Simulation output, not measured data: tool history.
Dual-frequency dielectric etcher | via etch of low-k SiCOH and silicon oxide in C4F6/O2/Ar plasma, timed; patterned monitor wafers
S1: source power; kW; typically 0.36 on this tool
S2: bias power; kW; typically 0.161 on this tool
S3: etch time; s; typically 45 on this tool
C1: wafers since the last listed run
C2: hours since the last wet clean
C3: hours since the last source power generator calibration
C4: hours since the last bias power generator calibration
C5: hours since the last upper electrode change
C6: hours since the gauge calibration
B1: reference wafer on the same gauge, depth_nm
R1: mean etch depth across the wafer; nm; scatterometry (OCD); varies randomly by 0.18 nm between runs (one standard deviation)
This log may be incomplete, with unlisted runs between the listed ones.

run   hour    S1     S2    S3   C1     C2      C3      C4      C5     C6   B1     R1
  1      0  0.36  0.161    45    0  299.1  2387.1  4363.4  5103.2   22.4  119    125
  2   11.1  0.38  0.161    45  129  310.2  2398.2  4374.5  5114.3   33.5  119  127.2
  3   21.3  0.38  0.161    45  119  320.4  2408.4  4384.7  5124.5   43.7  119  127.3
  4   27.6  0.38  0.161    45   73  326.7  2414.7    4391  5130.8     50  119  127.6
  5   37.6  0.36  0.161    45  116  336.7  2424.7    4401  5140.8     60  119    125
  6   49.1  0.36  0.161    45  134  348.2  2436.2  4412.5  5152.3   71.5  119  125.3
      73.8  -- source power generator calibrated
      85.1  -- upper electrode replaced
  7   85.6  0.36  0.161    45  246  384.7    11.8    4449     0.5    108  119  125.8
  8     86  0.36  0.161    45    4  385.1    12.2  4449.4     0.9  108.4  119  125.7
  9   93.3  0.36  0.161    45   85  392.4    19.5  4456.7     8.2  115.7  119    126
     104.1  -- bias power generator calibrated
 10  104.9  0.33  0.161    45   88    404    31.1     0.8    19.8  127.3  119  122.5
       138  -- wet clean of the chamber
 11  138.5  0.42  0.161    45  112    0.5    64.7    34.4    53.4  160.9  119  126.9
 12  138.9  0.36  0.161    45    4    0.9    65.1    34.8    53.8  161.3  119  121.3
 13  139.2  0.36  0.139    45    3    1.2    65.4    35.1    54.1  161.6  119  114.4
 14    151  0.39  0.193    45  137     13    77.2    46.9    65.9  173.4  119    133
 15  167.3  0.36  0.137    37  190   29.3    93.5    63.2    82.2  189.7  119     94
     178.8  -- gauge calibrated
 16  181.8  0.36  0.161    45  169   43.8     108    77.7    96.7      3  119  121.4
 17  191.1  0.32  0.125    45  108   53.1   117.3      87     106   12.3  119  106.7
 18  202.2  0.36  0.161    45  129   64.2   128.4    98.1   117.1   23.4  119  121.8
 19  216.4  0.36  0.141    45  165   78.4   142.6   112.3   131.3   37.6  119  115.9
 20  224.8  0.36  0.161  51.5   98   86.8     151   120.7   139.7     46  119  139.8
 21    236  0.39  0.161    45  130     98   162.2   131.9   150.9   57.2  119  125.5

Forecast each of these 3 alternatives for the next run:
  A  236.4  0.36  0.161  45   4  98.4  162.6  132.3  151.3  57.6   ?   ?
  B  236.4  0.31    0.2  45   4  98.4  162.6  132.3  151.3  57.6   ?   ?
  C  236.4  0.36  0.135  45   4  98.4  162.6  132.3  151.3  57.6   ?   ?

run   B1     R1
  A  119  122.3
  B  119  126.8
  C  119  114.5
Without the tool's hidden state the same runs would have given:
run     R1
  A  121.7
  B  126.2
  C  113.9
